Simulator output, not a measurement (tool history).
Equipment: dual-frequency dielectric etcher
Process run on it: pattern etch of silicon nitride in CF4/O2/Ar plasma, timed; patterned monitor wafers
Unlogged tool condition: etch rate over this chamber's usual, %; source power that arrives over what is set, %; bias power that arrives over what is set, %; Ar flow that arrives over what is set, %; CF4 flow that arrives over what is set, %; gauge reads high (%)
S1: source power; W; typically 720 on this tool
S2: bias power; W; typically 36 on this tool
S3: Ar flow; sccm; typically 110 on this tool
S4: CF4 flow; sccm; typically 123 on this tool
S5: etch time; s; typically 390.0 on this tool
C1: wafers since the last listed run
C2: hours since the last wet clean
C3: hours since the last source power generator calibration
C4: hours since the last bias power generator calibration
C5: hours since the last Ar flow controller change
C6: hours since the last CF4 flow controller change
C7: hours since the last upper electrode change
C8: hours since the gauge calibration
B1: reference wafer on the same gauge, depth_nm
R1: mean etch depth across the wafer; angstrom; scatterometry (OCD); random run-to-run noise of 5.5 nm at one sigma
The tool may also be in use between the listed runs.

| run | day | S1 | S2 | S3 | S4 | S5 | C1 | C2 | C3 | C4 | C5 | C6 | C7 | C8 | B1 | R1 |
|---|---|---|---|---|---|---|---|---|---|---|---|---|---|---|---|---|
| 1 | 0.000 | 720 | 36 | 110 | 123 | 390.0 | 0 | 184.5 | 1860.2 | 60.3 | 5292.9 | 3207.3 | 3588.1 | 852.8 | 1114.6 | 9059 |
| 2 | 2.812 | 720 | 36 | 110 | 123 | 323.5 | 316 | 252.0 | 1927.7 | 127.8 | 5360.4 | 3274.8 | 3655.6 | 920.3 | 1112.5 | 7556 |
| 3 | 6.825 | 720 | 36 | 110 | 123 | 323.5 | 451 | 348.3 | 2024.0 | 224.1 | 5456.7 | 3371.1 | 3751.9 | 1016.6 | 1115.1 | 7566 |
| 4 | 9.112 | 720 | 36 | 110 | 104 | 390.0 | 257 | 403.2 | 2078.9 | 279.0 | 5511.6 | 3426.0 | 3806.8 | 1071.5 | 1115.4 | 8734 |
| 5 | 12.325 | 720 | 36 | 110 | 123 | 390.0 | 361 | 480.3 | 2156.0 | 356.1 | 5588.7 | 3503.1 | 3883.9 | 1148.6 | 1114.4 | 9051 |
|  | 14.154 | wet clean of the chamber |
|  | 15.512 | CF4 flow controller replaced |
| 6 | 15.746 | 720 | 36 | 110 | 123 | 390.0 | 244 | 38.2 | 2238.1 | 438.2 | 5670.8 | 5.6 | 3966.0 | 1230.7 | 1114.5 | 9112 |
| 7 | 17.583 | 720 | 36 | 110 | 105 | 390.0 | 206 | 82.3 | 2282.2 | 482.3 | 5714.9 | 49.7 | 4010.1 | 1274.8 | 1114.2 | 8796 |
|  | 20.525 | Ar flow controller replaced |
| 8 | 20.683 | 720 | 36 | 130 | 147 | 315.5 | 320 | 156.7 | 2356.6 | 556.7 | 3.8 | 124.1 | 4084.5 | 1349.2 | 1114.6 | 7368 |
| 9 | 23.425 | 720 | 36 | 110 | 142 | 390.0 | 308 | 222.5 | 2422.4 | 622.5 | 69.6 | 189.9 | 4150.3 | 1415.0 | 1114.1 | 9251 |
| 10 | 25.533 | 720 | 36 | 110 | 123 | 390.0 | 237 | 273.1 | 2473.0 | 673.1 | 120.2 | 240.5 | 4200.9 | 1465.6 | 1114.2 | 9110 |
|  | 29.429 | upper electrode replaced |
| 11 | 29.646 | 780 | 36 | 100 | 142 | 390.0 | 350 | 371.8 | 2571.7 | 771.8 | 218.9 | 339.2 | 5.2 | 1564.3 | 1113.2 | 9842 |
|  | 29.825 | gauge calibrated |
| 12 | 33.817 | 720 | 36 | 110 | 148 | 390.0 | 469 | 471.9 | 2671.8 | 871.9 | 319.0 | 439.3 | 105.3 | 95.8 | 1113.8 | 9184 |
| 13 | 35.454 | 720 | 36 | 110 | 104 | 390.0 | 184 | 511.2 | 2711.1 | 911.2 | 358.3 | 478.6 | 144.6 | 135.1 | 1113.4 | 8818 |
|  | 36.500 | wet clean of the chamber |
| 14 | 37.388 | 720 | 36 | 95 | 123 | 390.0 | 105 | 21.3 | 2757.5 | 957.6 | 404.7 | 525.0 | 191.0 | 181.5 | 1113.7 | 9248 |
|  | 38.429 | source power generator calibrated |
| 15 | 38.933 | 720 | 36 | 120 | 123 | 295.0 | 155 | 58.4 | 12.1 | 994.7 | 441.8 | 562.1 | 228.1 | 218.6 | 1112.8 | 7037 |
| 16 | 40.958 | 720 | 36 | 110 | 123 | 419.5 | 227 | 107.0 | 60.7 | 1043.3 | 490.4 | 610.7 | 276.7 | 267.2 | 1112.9 | 10155 |
| 17 | 44.625 | 720 | 44 | 100 | 109 | 357.5 | 412 | 195.0 | 148.7 | 1131.3 | 578.4 | 698.7 | 364.7 | 355.2 | 1115.0 | 8923 |
| 18 | 46.546 | 720 | 36 | 110 | 123 | 390.0 | 216 | 241.1 | 194.8 | 1177.4 | 624.5 | 744.8 | 410.8 | 401.3 | 1113.9 | 9350 |
| 19 | 49.067 | 720 | 29 | 110 | 92 | 390.0 | 283 | 301.6 | 255.3 | 1237.9 | 685.0 | 805.3 | 471.3 | 461.8 | 1113.8 | 8518 |

Forecast run 20:
| 20 | 53.250 | 720 | 36 | 110 | 123 | 390.0 | 470 | 402.0 | 355.7 | 1338.3 | 785.4 | 905.7 | 571.7 | 562.2 | ? | ? |

Run 20 came out at B1 1112.2, R1 9278 angstrom.
If the tool had no hidden condition, the same run with the same run-to-run variation would have returned R1 9337 angstrom.

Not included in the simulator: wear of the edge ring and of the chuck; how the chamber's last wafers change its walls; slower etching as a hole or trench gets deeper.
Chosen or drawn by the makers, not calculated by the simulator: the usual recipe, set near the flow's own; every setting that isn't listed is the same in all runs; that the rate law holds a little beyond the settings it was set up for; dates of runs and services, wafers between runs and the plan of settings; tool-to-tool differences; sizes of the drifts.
